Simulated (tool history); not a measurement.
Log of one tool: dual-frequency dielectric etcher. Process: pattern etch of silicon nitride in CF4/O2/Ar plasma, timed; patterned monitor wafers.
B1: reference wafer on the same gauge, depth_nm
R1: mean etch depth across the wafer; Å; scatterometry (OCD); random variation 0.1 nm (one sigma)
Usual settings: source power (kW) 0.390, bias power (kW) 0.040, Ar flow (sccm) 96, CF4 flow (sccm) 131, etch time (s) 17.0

{"run": 1, "day": 0.0, "source power (kW)": 0.39, "bias power (kW)": 0.04, "Ar flow (sccm)": 96, "CF4 flow (sccm)": 131, "etch time (s)": 17.0, "B1": 25.33, "R1": 258.0}
{"run": 2, "day": 1.062, "source power (kW)": 0.39, "bias power (kW)": 0.04, "Ar flow (sccm)": 96, "CF4 flow (sccm)": 131, "etch time (s)": 17.0, "B1": 25.32, "R1": 259.5}
{"run": 3, "day": 1.704, "source power (kW)": 0.39, "bias power (kW)": 0.04, "Ar flow (sccm)": 96, "CF4 flow (sccm)": 131, "etch time (s)": 17.0, "B1": 25.3, "R1": 259.8}
{"run": 4, "day": 2.867, "source power (kW)": 0.39, "bias power (kW)": 0.04, "Ar flow (sccm)": 96, "CF4 flow (sccm)": 131, "etch time (s)": 15.0, "B1": 25.31, "R1": 229.1}
{"run": 5, "day": 3.988, "source power (kW)": 0.39, "bias power (kW)": 0.04, "Ar flow (sccm)": 96, "CF4 flow (sccm)": 131, "etch time (s)": 15.0, "B1": 25.33, "R1": 230.6}
{"run": 6, "day": 4.929, "source power (kW)": 0.39, "bias power (kW)": 0.04, "Ar flow (sccm)": 96, "CF4 flow (sccm)": 131, "etch time (s)": 15.0, "B1": 25.29, "R1": 231.9}
{"run": 7, "day": 6.0, "source power (kW)": 0.39, "bias power (kW)": 0.04, "Ar flow (sccm)": 96, "CF4 flow (sccm)": 131, "etch time (s)": 20.0, "B1": 25.33, "R1": 308.0}
{"run": 8, "day": 6.525, "source power (kW)": 0.39, "bias power (kW)": 0.04, "Ar flow (sccm)": 96, "CF4 flow (sccm)": 131, "etch time (s)": 20.0, "B1": 25.3, "R1": 306.8}
{"run": 9, "day": 7.717, "source power (kW)": 0.39, "bias power (kW)": 0.04, "Ar flow (sccm)": 96, "CF4 flow (sccm)": 131, "etch time (s)": 20.0, "B1": 25.3, "R1": 310.3}
{"run": 10, "day": 8.512, "source power (kW)": 0.45, "bias power (kW)": 0.04, "Ar flow (sccm)": 103, "CF4 flow (sccm)": 131, "etch time (s)": 17.0, "B1": 25.3, "R1": 303.2}
{"day": 9.333, "done": "source power generator calibrated"}
{"day": 10.012, "done": "Ar flow controller replaced"}
{"day": 10.15, "done": "bias power generator calibrated"}
{"run": 11, "day": 10.171, "source power (kW)": 0.39, "bias power (kW)": 0.033, "Ar flow (sccm)": 96, "CF4 flow (sccm)": 131, "etch time (s)": 17.0, "B1": 25.27, "R1": 238.9}
{"run": 12, "day": 10.533, "source power (kW)": 0.42, "bias power (kW)": 0.047, "Ar flow (sccm)": 96, "CF4 flow (sccm)": 131, "etch time (s)": 17.0, "B1": 25.29, "R1": 312.5}
{"run": 13, "day": 11.158, "source power (kW)": 0.34, "bias power (kW)": 0.04, "Ar flow (sccm)": 96, "CF4 flow (sccm)": 131, "etch time (s)": 12.5, "B1": 25.3, "R1": 167.7}
{"day": 12.375, "done": "upper electrode replaced"}
{"run": 14, "day": 12.396, "source power (kW)": 0.36, "bias power (kW)": 0.043, "Ar flow (sccm)": 96, "CF4 flow (sccm)": 131, "etch time (s)": 19.5, "B1": 25.3, "R1": 290.7}
{"day": 13.262, "done": "CF4 flow controller replaced"}
{"day": 13.938, "done": "wet clean of the chamber"}
{"run": 15, "day": 13.958, "source power (kW)": 0.42, "bias power (kW)": 0.04, "Ar flow (sccm)": 96, "CF4 flow (sccm)": 131, "etch time (s)": 17.0, "B1": 25.28, "R1": 272.8}
{"day": 14.35, "done": "gauge calibrated"}
{"run": 16, "day": 14.379, "source power (kW)": 0.39, "bias power (kW)": 0.04, "Ar flow (sccm)": 96, "CF4 flow (sccm)": 131, "etch time (s)": 17.0, "B1": 25.28, "R1": 253.5}
{"run": 17, "day": 15.058, "source power (kW)": 0.35, "bias power (kW)": 0.04, "Ar flow (sccm)": 112, "CF4 flow (sccm)": 131, "etch time (s)": 17.0, "B1": 25.3, "R1": 223.0}
{"run": 18, "day": 16.242, "source power (kW)": 0.39, "bias power (kW)": 0.04, "Ar flow (sccm)": 96, "CF4 flow (sccm)": 131, "etch time (s)": 17.0, "B1": 25.31, "R1": 256.8}
{"run": 19, "day": 17.725, "source power (kW)": 0.39, "bias power (kW)": 0.04, "Ar flow (sccm)": 80, "CF4 flow (sccm)": 131, "etch time (s)": 17.0, "B1": 25.28, "R1": 259.1}
{"run": 20, "day": 18.483, "source power (kW)": 0.39, "bias power (kW)": 0.04, "Ar flow (sccm)": 96, "CF4 flow (sccm)": 131, "etch time (s)": 17.0, "B1": 25.32, "R1": 256.5}
{"run": 21, "day": 19.117, "source power (kW)": 0.29, "bias power (kW)": 0.047, "Ar flow (sccm)": 96, "CF4 flow (sccm)": 131, "etch time (s)": 15.0, "B1": 25.32, "R1": 179.3}
{"run": 22, "day": 20.508, "source power (kW)": 0.45, "bias power (kW)": 0.04, "Ar flow (sccm)": 96, "CF4 flow (sccm)": 131, "etch time (s)": 17.0, "B1": 25.31, "R1": 301.4}

3 ways to go on from here, each from the tool as it stands after run 22. What would each give?
{"run": "A", "day": 20.525, "source power (kW)": 0.39, "bias power (kW)": 0.04, "Ar flow (sccm)": 96, "CF4 flow (sccm)": 131, "etch time (s)": 12.5, "B1": "?", "R1": "?"}
{"run": "B", "day": 20.525, "source power (kW)": 0.39, "bias power (kW)": 0.04, "Ar flow (sccm)": 96, "CF4 flow (sccm)": 164, "etch time (s)": 17.0, "B1": "?", "R1": "?"}
{"run": "C", "day": 20.525, "source power (kW)": 0.39, "bias power (kW)": 0.04, "Ar flow (sccm)": 74, "CF4 flow (sccm)": 131, "etch time (s)": 19.0, "B1": "?", "R1": "?"}

run=A B1=25.29 R1=190.0
run=B B1=25.29 R1=264.9
run=C B1=25.29 R1=294.4
Without the tool's hidden state the same runs would have given:
run=A R1=185.5
run=B R1=258.7
run=C R1=287.5

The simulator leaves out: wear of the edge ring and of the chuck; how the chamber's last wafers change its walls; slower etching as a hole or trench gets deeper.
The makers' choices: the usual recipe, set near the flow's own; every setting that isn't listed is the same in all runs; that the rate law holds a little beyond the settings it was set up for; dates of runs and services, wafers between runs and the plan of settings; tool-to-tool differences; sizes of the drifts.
